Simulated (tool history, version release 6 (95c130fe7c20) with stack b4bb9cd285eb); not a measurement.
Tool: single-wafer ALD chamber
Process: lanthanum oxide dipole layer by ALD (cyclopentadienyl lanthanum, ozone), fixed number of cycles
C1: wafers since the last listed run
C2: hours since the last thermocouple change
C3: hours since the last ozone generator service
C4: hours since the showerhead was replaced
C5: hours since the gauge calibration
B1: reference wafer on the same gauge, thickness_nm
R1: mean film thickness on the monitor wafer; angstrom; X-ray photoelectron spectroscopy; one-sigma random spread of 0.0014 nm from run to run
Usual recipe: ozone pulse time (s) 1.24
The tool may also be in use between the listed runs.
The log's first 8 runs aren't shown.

Run 9, hour 332.9: usual settings; C1 527; C2 1776.0; C3 876.3; C4 3299.9; C5 1417.5; B1 0.629. Result: R1 5.22 angstrom.
Run 10, hour 375.1: usual settings; C1 800; C2 1818.2; C3 918.5; C4 3342.1; C5 1459.7; B1 0.629. Result: R1 5.24 angstrom.
Run 11, hour 409.8: usual settings; C1 658; C2 1852.9; C3 953.2; C4 3376.8; C5 1494.4; B1 0.629. Result: R1 5.25 angstrom.
Run 12, hour 435.0: usual settings but ozone pulse time (s) 1.40; C1 477; C2 1878.1; C3 978.4; C4 3402.0; C5 1519.6; B1 0.629. Result: R1 5.32 angstrom.
Run 13, hour 486.8: usual settings but ozone pulse time (s) 1.40; C1 982; C2 1929.9; C3 1030.2; C4 3453.8; C5 1571.4; B1 0.629. Result: R1 5.32 angstrom.
Run 14, hour 543.6: usual settings; C1 1077; C2 1986.7; C3 1087.0; C4 3510.6; C5 1628.2; B1 0.629. Result: R1 5.22 angstrom.
Run 15, hour 579.5: usual settings; C1 680; C2 2022.6; C3 1122.9; C4 3546.5; C5 1664.1; B1 0.629. Result: R1 5.22 angstrom.
At hour 583.6: gauge calibrated.
Run 16, hour 626.7: usual settings; C1 895; C2 2069.8; C3 1170.1; C4 3593.7; C5 43.1; B1 0.629. Result: R1 5.25 angstrom.
Run 17, hour 671.3: usual settings but ozone pulse time (s) 1.50; C1 845; C2 2114.4; C3 1214.7; C4 3638.3; C5 87.7; B1 0.629. Result: R1 5.36 angstrom.
Run 18, hour 721.4: usual settings; C1 950; C2 2164.5; C3 1264.8; C4 3688.4; C5 137.8; B1 0.629. Result: R1 5.21 angstrom.
At hour 751.8: showerhead replaced.
Run 19, hour 778.5: usual settings but ozone pulse time (s) 0.96; C1 931; C2 2221.6; C3 1321.9; C4 26.7; C5 194.9; B1 0.629. Result: R1 4.97 angstrom.
Run 20, hour 835.0: usual settings but ozone pulse time (s) 1.42; C1 1071; C2 2278.1; C3 1378.4; C4 83.2; C5 251.4; B1 0.629. Result: R1 5.28 angstrom.
Run 21, hour 881.0: usual settings but ozone pulse time (s) 1.60; C1 872; C2 2324.1; C3 1424.4; C4 129.2; C5 297.4; B1 0.629. Result: R1 5.41 angstrom.
Run 22, hour 931.9: usual settings; C1 965; C2 2375.0; C3 1475.3; C4 180.1; C5 348.3; B1 0.629. Result: R1 5.19 angstrom.
At hour 951.9: ozone generator serviced.
Run 23, hour 961.7: usual settings; C1 413; C2 2404.8; C3 9.8; C4 209.9; C5 378.1; B1 0.629. Result: R1 5.21 angstrom.
At hour 973.6: thermocouple changed; heater temperature recalibrated.
Run 24, hour 1029.8: usual settings; C1 1139; C2 56.2; C3 77.9; C4 278.0; C5 446.2; B1 0.629. Result: R1 5.26 angstrom.
Run 25, hour 1072.5: usual settings but ozone pulse time (s) 0.88; C1 809; C2 98.9; C3 120.6; C4 320.7; C5 488.9; B1 0.629. Result: R1 4.93 angstrom.
Run 26, hour 1116.4: usual settings but ozone pulse time (s) 1.41; C1 832; C2 142.8; C3 164.5; C4 364.6; C5 532.8; B1 0.629. Result: R1 5.34 angstrom.
Run 27, hour 1169.4: usual settings but ozone pulse time (s) 1.70; C1 1005; C2 195.8; C3 217.5; C4 417.6; C5 585.8; B1 0.629. Result: R1 5.44 angstrom.
Run 28, hour 1207.9: usual settings; C1 730; C2 234.3; C3 256.0; C4 456.1; C5 624.3; B1 0.629. Result: R1 5.25 angstrom.
Run 29, hour 1276.6: usual settings but ozone pulse time (s) 1.68; C1 1302; C2 303.0; C3 324.7; C4 524.8; C5 693.0; B1 0.629. Result: R1 5.45 angstrom.
Run 30, hour 1329.3: usual settings but ozone pulse time (s) 1.65; C1 999; C2 355.7; C3 377.4; C4 577.5; C5 745.7; B1 0.629. Result: R1 5.46 angstrom.
Run 31, hour 1373.2: usual settings; C1 832; C2 399.6; C3 421.3; C4 621.4; C5 789.6; B1 0.629. Result: R1 5.24 angstrom.
Run 32, hour 1431.4: usual settings; C1 1103; C2 457.8; C3 479.5; C4 679.6; C5 847.8; B1 0.629. Result: R1 5.23 angstrom.
Run 33, hour 1456.1: usual settings but ozone pulse time (s) 1.52; C1 468; C2 482.5; C3 504.2; C4 704.3; C5 872.5; B1 0.629. Result: R1 5.39 angstrom.

Branching from run 33: 5 alternative next runs. What would each branch give?
Run A, hour 1456.5: usual settings; C1 7; C2 482.9; C3 504.6; C4 704.7; C5 872.9; B1 ?. Result: R1 ?.
Run B, hour 1456.5: usual settings but ozone pulse time (s) 0.98; C1 7; C2 482.9; C3 504.6; C4 704.7; C5 872.9; B1 ?. Result: R1 ?.
Run C, hour 1456.5: usual settings but ozone pulse time (s) 1.06; C1 7; C2 482.9; C3 504.6; C4 704.7; C5 872.9; B1 ?. Result: R1 ?.
Run D, hour 1456.5: usual settings but ozone pulse time (s) 1.73; C1 7; C2 482.9; C3 504.6; C4 704.7; C5 872.9; B1 ?. Result: R1 ?.
Run E, hour 1456.5: usual settings but ozone pulse time (s) 1.55; C1 7; C2 482.9; C3 504.6; C4 704.7; C5 872.9; B1 ?. Result: R1 ?.

run     B1    R1
  A  0.629  5.24
  B  0.629  5.03
  C  0.629  5.10
  D  0.629  5.48
  E  0.629  5.41
Had the tool no hidden state, the same runs would have come out as:
run    R1
  A  5.27
  B  5.06
  C  5.13
  D  5.50
  E  5.43
